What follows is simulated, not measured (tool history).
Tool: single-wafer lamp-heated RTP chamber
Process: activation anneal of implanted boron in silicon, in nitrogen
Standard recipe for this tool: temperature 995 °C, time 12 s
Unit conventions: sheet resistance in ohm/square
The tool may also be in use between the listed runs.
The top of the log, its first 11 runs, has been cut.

run	hour	temperature	time	read-back reference wafer on the same gauge, sheet resistance	sheet resistance
12	727.5	971	6	84.88	122.12
13	811	967	18	84.97	113.8
14	893.7	1005	7	85.01	96.69
15	989.6	1009	6	85.05	96.54
16	1047.6	985	6	84.93	107.65
17	1090.8	973	17	84.97	107.1
# hour 1168.7: reflector plate cleaned
18	1185.1	1004	12	85	96.76
# hour 1327.2: pyrometer window cleaned and pyrometer calibrated
19	1396.5	995	12	84.96	100.5
20	1439.8	970	8	84.96	122.95
21	1499.3	1016	9	84.95	94.15
22	1572.8	995	12	85.03	99.79
23	1644.3	995	12	84.88	99.65
24	1727.5	995	12	84.95	99.89
25	1795.6	995	12	84.96	99.89
# hour 1843.4: reflector plate cleaned
26	1854.7	1009	8	84.98	95.86
27	1974.2	977	19	84.92	107.41
# hour 1983.5: gauge calibrated
28	2069.1	981	12	85.15	107.92
29	2122.7	979	15	84.92	107.35
30	2165.5	983	7	84.98	110.17
# hour 2176.3: pyrometer window cleaned and pyrometer calibrated
31	2232.7	995	18	84.92	97.31
32	2272.1	979	15	85.01	105.99
33	2354.8	967	8	84.94	123.44
34	2397	1005	17	84.92	92.52
35	2472.8	1008	6	85.07	96.19

Consider 5 possible next runs. They are alternatives, not a sequence: every one starts from the tool as it was left by run 35. What does each give?
A	2473.2	972	12	?	?
B	2473.2	995	7	?	?
C	2473.2	987	15	?	?
D	2473.2	995	16	?	?
E	2473.2	985	7	?	?

run	read-back reference wafer on the same gauge, sheet resistance	sheet resistance
A	84.94	112.87
B	84.94	101.58
C	84.94	101.28
D	84.94	97.15
E	84.94	107.43
What these runs would have given with no unlogged condition in the tool:
run	sheet resistance
A	116.69
B	103.87
C	103.63
D	99.07
E	110.57
